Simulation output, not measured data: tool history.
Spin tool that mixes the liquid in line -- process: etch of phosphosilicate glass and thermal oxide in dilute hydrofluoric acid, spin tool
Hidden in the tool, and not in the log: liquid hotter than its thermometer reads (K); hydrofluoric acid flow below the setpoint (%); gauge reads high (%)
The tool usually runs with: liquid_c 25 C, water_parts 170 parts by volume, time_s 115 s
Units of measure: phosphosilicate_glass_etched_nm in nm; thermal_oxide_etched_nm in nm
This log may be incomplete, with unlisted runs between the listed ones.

run	hour	liquid_c	water_parts	time_s	wafers since the last listed run	hours since the thermometer was replaced	hours since the hydrofluoric acid flow meter was replaced	hours since the gauge calibration	read-back film thickness of the phosphosilicate glass reference wafer, read on the same gauge (nm)	read-back film thickness of the thermal oxide reference wafer, read on the same gauge (nm)	phosphosilicate_glass_etched_nm	thermal_oxide_etched_nm
1	0	25	170	115	0	1563.7	181.6	464.5	90.03	140.01	39.39	3.05
2	45.8	25	170	115	381	1609.5	227.4	510.3	90.01	140.005	39.48	3.087
3	85.4	25	170	115	329	1649.1	267	549.9	90	140.003	39.11	3.089
4	113.2	25	170	115	231	1676.9	294.8	577.7	89.97	139.988	39.58	3.024
5	156.1	25	170	115	356	1719.8	337.7	620.6	90.02	140.012	38.78	3.09
6	363.2	27.5	170	115	1722	1926.9	544.8	827.7	90	140.022	41.93	3.252
# hour 374: hydrofluoric acid flow meter replaced
7	392.5	27.5	170	115	235	1956.2	18.5	857	89.98	139.996	43.58	3.472
8	419.4	27.5	170	115	223	1983.1	45.4	883.9	90.01	139.98	44.03	3.439
# hour 439.4: gauge calibrated
9	451.1	28	170	155	263	2014.8	77.1	11.7	90	140.003	60.38	4.603
10	501.7	25	170	150	420	2065.4	127.7	62.3	90.01	140	51.93	3.939
11	569.5	29.5	90	170	564	2133.2	195.5	130.1	89.99	140.03	147.65	11.325
# hour 575.8: thermometer replaced
12	641.4	25	170	115	589	65.6	267.4	202	90.01	139.977	37.54	2.98
13	679.6	25	170	115	317	103.8	305.6	240.2	90.01	140	37.34	2.887
14	725	28	245	70	377	149.2	351	285.6	89.96	140.007	16.34	1.26
15	763.9	21.5	115	115	323	188.1	389.9	324.5	90	139.998	52.12	4.021
16	799.1	26.5	90	170	292	223.3	425.1	359.7	89.98	140.01	123.44	9.786
17	849.7	25	170	115	420	273.9	475.7	410.3	89.97	140.019	37.57	2.947
# hour 859.9: hydrofluoric acid flow meter replaced
18	919.7	26.5	130	170	574	343.9	59.8	480.3	90.01	140	83.76	6.505
19	963.5	25	220	160	364	387.7	103.6	524.1	89.96	140.029	39.81	3.113
20	1028.4	25	170	115	539	452.6	168.5	589	90.01	140.015	38.74	2.95
21	1098.9	21.5	115	85	586	523.1	239	659.5	89.99	140.019	39.4	3.11
22	1149.6	25	170	140	421	573.8	289.7	710.2	90.05	140.005	47.5	3.698
23	1193	25	170	95	361	617.2	333.1	753.6	90	140.017	31.63	2.525
24	1219.3	25	170	185	218	643.5	359.4	779.9	90.02	139.977	61.68	4.763
25	1251	25	170	115	263	675.2	391.1	811.6	90.04	140.008	38.43	2.917

Forecast each of these 4 alternatives for the next run:
A	1251.4	25	105	115	3	675.6	391.5	812	?	?	?	?
B	1251.4	25	220	180	3	675.6	391.5	812	?	?	?	?
C	1251.4	26.5	170	115	3	675.6	391.5	812	?	?	?	?
D	1251.4	22	135	155	3	675.6	391.5	812	?	?	?	?

run	read-back film thickness of the phosphosilicate glass reference wafer, read on the same gauge (nm)	read-back film thickness of the thermal oxide reference wafer, read on the same gauge (nm)	phosphosilicate_glass_etched_nm	thermal_oxide_etched_nm
A	89.99	140.015	67.31	5.134
B	89.99	140.015	43.81	3.341
C	89.99	140.015	40.53	3.091
D	89.99	140.015	60.53	4.617
With no hidden state in the tool, these same runs would have given:
run	phosphosilicate_glass_etched_nm	thermal_oxide_etched_nm
A	67.5	5.149
B	44.16	3.368
C	40.79	3.111
D	60.72	4.631
